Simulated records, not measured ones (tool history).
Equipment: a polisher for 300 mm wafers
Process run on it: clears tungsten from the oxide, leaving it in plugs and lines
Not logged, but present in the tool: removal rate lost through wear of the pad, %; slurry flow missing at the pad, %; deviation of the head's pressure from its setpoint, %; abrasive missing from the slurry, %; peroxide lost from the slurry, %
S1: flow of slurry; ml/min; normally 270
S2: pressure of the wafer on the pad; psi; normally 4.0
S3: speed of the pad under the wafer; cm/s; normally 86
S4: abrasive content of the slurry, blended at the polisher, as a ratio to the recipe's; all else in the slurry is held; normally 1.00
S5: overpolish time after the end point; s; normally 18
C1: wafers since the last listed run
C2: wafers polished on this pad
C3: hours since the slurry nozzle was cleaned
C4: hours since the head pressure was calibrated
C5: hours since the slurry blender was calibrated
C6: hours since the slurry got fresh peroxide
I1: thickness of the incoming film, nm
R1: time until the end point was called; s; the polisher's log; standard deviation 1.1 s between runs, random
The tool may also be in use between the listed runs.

run    hour   S1   S2   S3    S4  S5    C1    C2     C3     C4     C5     C6     I1    R1
  1     0.0  310  4.0   70  1.00  18     0  1751   29.5  422.5  218.0  240.9  251.3  77.8
  2    33.8  270  4.0   86  1.00  18   337  2089   63.3  456.3  251.8  274.7  251.1  63.1
  3   223.2  270  4.0   86  1.00   8  1889  3978  252.7  645.7  441.2  464.1  246.2  60.7
      233.6  -- worn pad replaced by a new one
  4   252.5  270  2.9   70  1.00  18   252   188  282.0  675.0  470.5  493.4  250.3  91.4
      258.2  -- slurry blender recalibrated
      267.9  -- slurry tank refilled with fresh slurry and peroxide
  5   296.2  270  4.0   86  1.25  18   405   594  325.7  718.7   38.0   28.3  248.8  59.6
  6   321.0  270  4.0   86  1.00  18   247   841  350.5  743.5   62.8   53.1  252.9  62.8
      343.4  -- head pressure recalibrated
  7   366.3  270  3.3   94  1.00  18   431  1273  395.8   22.9  108.1   98.4  249.0  66.1
  8   395.3  270  4.0   86  1.00  18   289  1562  424.8   51.9  137.1  127.4  247.2  62.9
  9   430.6  235  4.0   86  0.75  18   352  1914  460.1   87.2  172.4  162.7  248.8  66.9
      485.1  -- slurry nozzle cleaned
 10   497.5  270  4.0   86  1.00  18   657  2571   12.4  154.1  239.3  229.6  251.1  63.7
 11   527.1  270  4.0   86  1.00  18   295  2867   42.0  183.7  268.9  259.2  250.5  60.4
 12   566.4  270  4.0   86  1.00  10   391  3259   81.3  223.0  308.2  298.5  250.9  61.5
 13   594.1  270  4.0   86  1.00  18   276  3535  109.0  250.7  335.9  326.2  247.6  62.3
 14   643.2  270  3.2   86  0.70  18   489  4025  158.1  299.8  385.0  375.3  247.0  78.7
      690.7  -- worn pad replaced by a new one
 15   695.9  270  5.3   86  1.00  13   485    52  210.8  352.5  437.7  428.0  248.2  52.2
 16   721.4  270  4.0   86  1.00  18   254   306  236.3  378.0  463.2  453.5  249.5  62.5
      729.2  -- slurry tank refilled with fresh slurry and peroxide
      734.3  -- slurry blender recalibrated
 17   837.9  320  4.0  102  1.00  21  1132  1438  352.8  494.5  103.6  108.7  253.7  52.5
 18   891.0  210  4.0   72  0.90  28   529  1968  405.9  547.6  156.7  161.8  248.0  77.4
      921.7  -- slurry nozzle cleaned
 19   944.2  270  4.0   86  1.00  18   520  2488   22.5  600.8  209.9  215.0  252.0  61.5
 20   994.3  270  2.6   86  1.00  26   499  2988   72.6  650.9  260.0  265.1  248.2  77.4
 21  1064.8  270  3.6   86  1.00  18   703  3691  143.1  721.4  330.5  335.6  244.2  64.8
 22  1130.9  270  4.0   66  1.10   9   659  4351  209.2  787.5  396.6  401.7  250.0  80.1
 23  1168.9  270  4.0   86  1.00  24   379  4730  247.2  825.5  434.6  439.7  246.8  60.5
     1179.4  -- slurry tank refilled with fresh slurry and peroxide
     1188.1  -- head pressure recalibrated
     1207.5  -- worn pad replaced by a new one
 24  1221.4  315  4.0  100  1.15  26   453   138  299.7   33.3  487.1   42.0  250.2  52.9
 25  1247.1  270  4.0   86  0.90  18   256   395  325.4   59.0  512.8   67.7  248.9  64.7

Across each entry between runs, compare the hidden state at the last listed run before it with the hidden state at the first listed run after it:
Logged between run 3 and run 4: worn pad replaced by a new one (hour 233.6)
  the hidden state is the same at both runs
Logged between run 4 and run 5: slurry blender recalibrated (hour 258.2); slurry tank refilled with fresh slurry and peroxide (hour 267.9)
  the hidden state is the same at both runs
Logged between run 6 and run 7: head pressure recalibrated (hour 343.4)
  the hidden state is the same at both runs
Logged between run 9 and run 10: slurry nozzle cleaned (hour 485.1)
  the hidden state is the same at both runs
Logged between run 14 and run 15: worn pad replaced by a new one (hour 690.7)
  the hidden state is the same at both runs
Logged between run 16 and run 17: slurry tank refilled with fresh slurry and peroxide (hour 729.2); slurry blender recalibrated (hour 734.3)
  the hidden state is the same at both runs
Logged between run 18 and run 19: slurry nozzle cleaned (hour 921.7)
  the hidden state is the same at both runs
Logged between run 23 and run 24: slurry tank refilled with fresh slurry and peroxide (hour 1179.4); head pressure recalibrated (hour 1188.1); worn pad replaced by a new one (hour 1207.5)
  the hidden state is the same at both runs

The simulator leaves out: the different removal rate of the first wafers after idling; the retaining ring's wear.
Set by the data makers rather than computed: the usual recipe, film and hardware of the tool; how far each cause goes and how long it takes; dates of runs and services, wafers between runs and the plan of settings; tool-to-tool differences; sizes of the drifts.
